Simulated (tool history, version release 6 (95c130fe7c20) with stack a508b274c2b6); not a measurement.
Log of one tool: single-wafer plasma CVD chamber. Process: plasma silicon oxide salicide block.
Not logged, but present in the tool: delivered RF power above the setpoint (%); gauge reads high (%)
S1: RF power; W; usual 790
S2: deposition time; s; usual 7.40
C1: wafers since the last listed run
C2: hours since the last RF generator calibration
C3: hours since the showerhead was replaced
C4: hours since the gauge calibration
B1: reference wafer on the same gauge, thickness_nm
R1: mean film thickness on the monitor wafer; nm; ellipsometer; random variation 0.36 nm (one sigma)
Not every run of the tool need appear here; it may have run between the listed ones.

run,hour,S1,S2,C1,C2,C3,C4,B1,R1
1,0.0,790,7.40,0,464.4,2758.3,116.1,71.113,79.803
2,56.0,790,7.40,1120,520.4,2814.3,172.1,71.053,80.107
3,102.5,790,7.40,930,566.9,2860.8,218.6,71.110,79.924
4,182.8,790,7.40,1607,647.2,2941.1,298.9,71.155,79.701
5,269.2,790,7.40,1729,733.6,3027.5,385.3,71.228,79.795
6,305.5,695,7.40,726,769.9,3063.8,421.6,71.189,76.728
7,349.9,695,7.40,888,814.3,3108.2,466.0,70.986,76.683
8,393.7,790,6.36,876,858.1,3152.0,509.8,71.006,68.032
9,450.2,790,6.36,1130,914.6,3208.5,566.3,71.102,68.728
# hour 490.6: RF generator calibrated
10,491.0,790,7.40,656,0.4,3249.3,607.1,71.152,78.520
# hour 510.5: showerhead replaced
11,540.9,710,6.04,838,50.3,30.4,657.0,71.005,61.521
12,615.9,675,7.96,1501,125.3,105.4,732.0,71.036,80.696
13,694.7,645,7.40,1577,204.1,184.2,810.8,70.969,73.672
# hour 756.0: RF generator calibrated, repeated, since the last time left the tool worse
14,773.4,700,6.14,1415,17.4,262.9,889.5,71.055,64.507
# hour 841.5: gauge calibrated
15,875.6,710,7.40,2045,119.6,365.1,34.1,71.167,77.529
16,950.8,790,6.47,1505,194.8,440.3,109.3,71.182,69.648
17,1011.4,840,8.72,1213,255.4,500.9,169.9,71.100,96.672
18,1108.3,790,7.40,1939,352.3,597.8,266.8,71.083,80.905
19,1164.1,940,6.69,1116,408.1,653.6,322.6,71.132,76.575
20,1262.5,790,7.40,1969,506.5,752.0,421.0,71.052,79.654

Hidden state or all else? Some run-to-run changes of R1, split into what the settings, what came in and random variation would give without the hidden state, and what is left for the hidden state (with any gauge scatter that isn't in both results):
Run 9 -> 10: S2 6.36 -> 7.40, RF generator calibrated. R1 +9.792 nm: hidden state -1.293, all else +11.085.
Run 11 -> 12: S1 710 -> 675, S2 6.04 -> 7.96. R1 +19.175 nm: hidden state -0.683, all else +19.858.
Run 13 -> 14: S1 645 -> 700, S2 7.40 -> 6.14, RF generator calibrated, repeated, since the last time left the tool worse. R1 -9.165 nm: hidden state +2.351, all else -11.516.
Run 16 -> 17: S1 790 -> 840, S2 6.47 -> 8.72. R1 +27.024 nm: hidden state -0.191, all else +27.215.
